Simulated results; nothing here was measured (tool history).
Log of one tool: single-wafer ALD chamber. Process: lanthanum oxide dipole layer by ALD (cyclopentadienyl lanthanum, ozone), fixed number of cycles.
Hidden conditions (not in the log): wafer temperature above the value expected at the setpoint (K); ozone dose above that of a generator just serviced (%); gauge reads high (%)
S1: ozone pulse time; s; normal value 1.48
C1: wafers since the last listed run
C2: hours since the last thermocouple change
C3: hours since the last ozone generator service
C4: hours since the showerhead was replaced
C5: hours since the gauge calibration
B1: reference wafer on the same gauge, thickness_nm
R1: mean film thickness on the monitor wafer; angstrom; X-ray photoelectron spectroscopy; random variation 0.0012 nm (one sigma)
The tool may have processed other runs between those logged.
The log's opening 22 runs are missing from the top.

run,hour,S1,C1,C2,C3,C4,C5,B1,R1
23,1160.5,0.92,935,144.3,197.9,88.4,625.7,0.469,3.7
24,1220.4,2,909,204.2,257.8,148.3,685.6,0.47,5.06
25,1255.2,1.48,528,239,292.6,183.1,720.4,0.469,4.85
26,1326.8,2.03,1087,310.6,364.2,254.7,792,0.469,5.07
27,1366.2,1.92,598,350,403.6,294.1,831.4,0.469,5.05
28,1427,1.48,923,410.8,464.4,354.9,892.2,0.468,4.83
29,1485.7,1.13,891,469.5,523.1,413.6,950.9,0.469,4.32
30,1528.4,2.04,648,512.2,565.8,456.3,993.6,0.469,5.08
31,1599.5,1.26,1080,583.3,636.9,527.4,1064.7,0.469,4.57
32,1633.9,1.05,522,617.7,671.3,561.8,1099.1,0.469,4.07
33,1696,1.27,943,679.8,733.4,623.9,1161.2,0.469,4.55
34,1745.3,1.04,748,729.1,782.7,673.2,1210.5,0.469,4.04

Forecast each of these 4 alternatives for the next run:
A,1745.7,1.48,6,729.5,783.1,673.6,1210.9,?,?
B,1745.7,1.67,6,729.5,783.1,673.6,1210.9,?,?
C,1745.7,1.75,6,729.5,783.1,673.6,1210.9,?,?
D,1745.7,1.32,6,729.5,783.1,673.6,1210.9,?,?

run,B1,R1
A,0.469,4.81
B,0.469,4.94
C,0.469,4.98
D,0.469,4.62
With no hidden state in the tool, these same runs would have given:
run,R1
A,4.86
B,4.98
C,5.01
D,4.7
